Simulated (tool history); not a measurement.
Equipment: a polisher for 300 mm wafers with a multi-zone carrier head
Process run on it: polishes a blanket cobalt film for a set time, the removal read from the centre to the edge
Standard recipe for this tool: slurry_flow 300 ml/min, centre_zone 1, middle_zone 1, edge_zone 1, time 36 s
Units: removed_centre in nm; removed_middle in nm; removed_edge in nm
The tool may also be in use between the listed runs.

| run | hour | slurry_flow | centre_zone | middle_zone | edge_zone | time | incoming thickness of the incoming film, nm | removed_centre | removed_middle | removed_edge |
|---|---|---|---|---|---|---|---|---|---|---|
| 1 | 0 | 300 | 1 | 1 | 1 | 36 | 969.6 | 131.6 | 130.5 | 133.2 |
| 2 | 57.5 | 200 | 1.09 | 1.11 | 0.91 | 36 | 999.5 | 129.4 | 128 | 121.8 |
| 3 | 158.8 | 300 | 1 | 1 | 0.96 | 36 | 981.8 | 121.4 | 120.5 | 126.6 |
| 4 | 203.5 | 345 | 1 | 1 | 1 | 36 | 997.3 | 121.1 | 120.6 | 125.7 |
| 5 | 245.2 | 355 | 1.04 | 1 | 0.94 | 36 | 989.3 | 123.4 | 118.1 | 123.3 |
|  | 272.6 | slurry nozzle cleaned |
| 6 | 327.4 | 300 | 1 | 1 | 1 | 36 | 985.8 | 122.7 | 120.3 | 127.9 |
| 7 | 390.8 | 335 | 1 | 1 | 1 | 36 | 988 | 127.3 | 123.2 | 126.7 |
| 8 | 478 | 300 | 1 | 1 | 1 | 36 | 973.1 | 122.6 | 121.1 | 125.5 |
| 9 | 563.1 | 300 | 1 | 1 | 1 | 36 | 975.3 | 120.2 | 118.9 | 124.3 |
|  | 589 | worn pad replaced by a new one |
|  | 636.5 | centre zone pressure recalibrated |
| 10 | 665.4 | 300 | 1 | 1.07 | 1 | 45 | 989.3 | 161 | 170.7 | 167 |
| 11 | 703.1 | 385 | 1 | 0.88 | 0.89 | 27 | 984.8 | 99.2 | 86 | 97 |
| 12 | 916.6 | 235 | 1 | 1 | 1 | 36 | 987.2 | 103.4 | 105.8 | 113.4 |
|  | 975.1 | slurry nozzle cleaned |
| 13 | 989.7 | 300 | 1 | 0.89 | 1.08 | 36 | 973 | 123.4 | 108.2 | 131.3 |
| 14 | 1054.5 | 300 | 1 | 1 | 1 | 36 | 979.1 | 117.8 | 122.4 | 125.4 |
|  | 1105 | edge zone pressure recalibrated |
|  | 1151.4 | carrier head's membrane replaced by a new one |
| 15 | 1171.7 | 300 | 1 | 0.95 | 1.08 | 36 | 972.4 | 122.3 | 112.5 | 126.9 |
|  | 1181.3 | worn pad replaced by a new one |
| 16 | 1216.9 | 300 | 1 | 1 | 0.93 | 36 | 995.2 | 130.7 | 134.3 | 136.3 |
| 17 | 1298.8 | 380 | 1 | 1 | 1.08 | 44 | 999.3 | 165.1 | 160.5 | 169 |
| 18 | 1344.8 | 300 | 1 | 1 | 1 | 36 | 975.5 | 127 | 124.9 | 130.6 |
| 19 | 1420.6 | 240 | 1 | 1 | 0.97 | 36 | 979.3 | 116.6 | 116 | 124.1 |
| 20 | 1474.8 | 300 | 1 | 1 | 1 | 36 | 989 | 120.3 | 118.6 | 125.9 |
|  | 1514.4 | centre zone pressure recalibrated |
| 21 | 1547.3 | 300 | 1 | 0.89 | 1 | 36 | 978.4 | 116 | 102.8 | 122.4 |

Forecast each of these 5 alternatives for the next run:
| A | 1547.7 | 300 | 1 | 1 | 1 | 30 | 1002.4 | ? | ? | ? |
| B | 1547.7 | 300 | 0.95 | 1.06 | 0.95 | 36 | 1002.4 | ? | ? | ? |
| C | 1547.7 | 385 | 1 | 1 | 1 | 36 | 1002.4 | ? | ? | ? |
| D | 1547.7 | 300 | 1 | 1 | 1.04 | 36 | 1002.4 | ? | ? | ? |
| E | 1547.7 | 255 | 0.89 | 0.94 | 1 | 36 | 1002.4 | ? | ? | ? |

| run | removed_centre | removed_middle | removed_edge |
|---|---|---|---|
| A | 92.9 | 93.7 | 100.5 |
| B | 105.9 | 118.2 | 118.7 |
| C | 116.4 | 117 | 124.2 |
| D | 111.4 | 112.4 | 122.1 |
| E | 95.5 | 103.4 | 118 |
The same runs, with their run-to-run variation unchanged, on a tool lacking any hidden condition would have given:
| run | removed_centre | removed_middle | removed_edge |
|---|---|---|---|
| A | 113.7 | 113.8 | 119.7 |
| B | 129.7 | 143.5 | 141.4 |
| C | 139.9 | 139.6 | 146.2 |
| D | 136.5 | 136.5 | 145.4 |
| E | 118.9 | 127.4 | 141.8 |
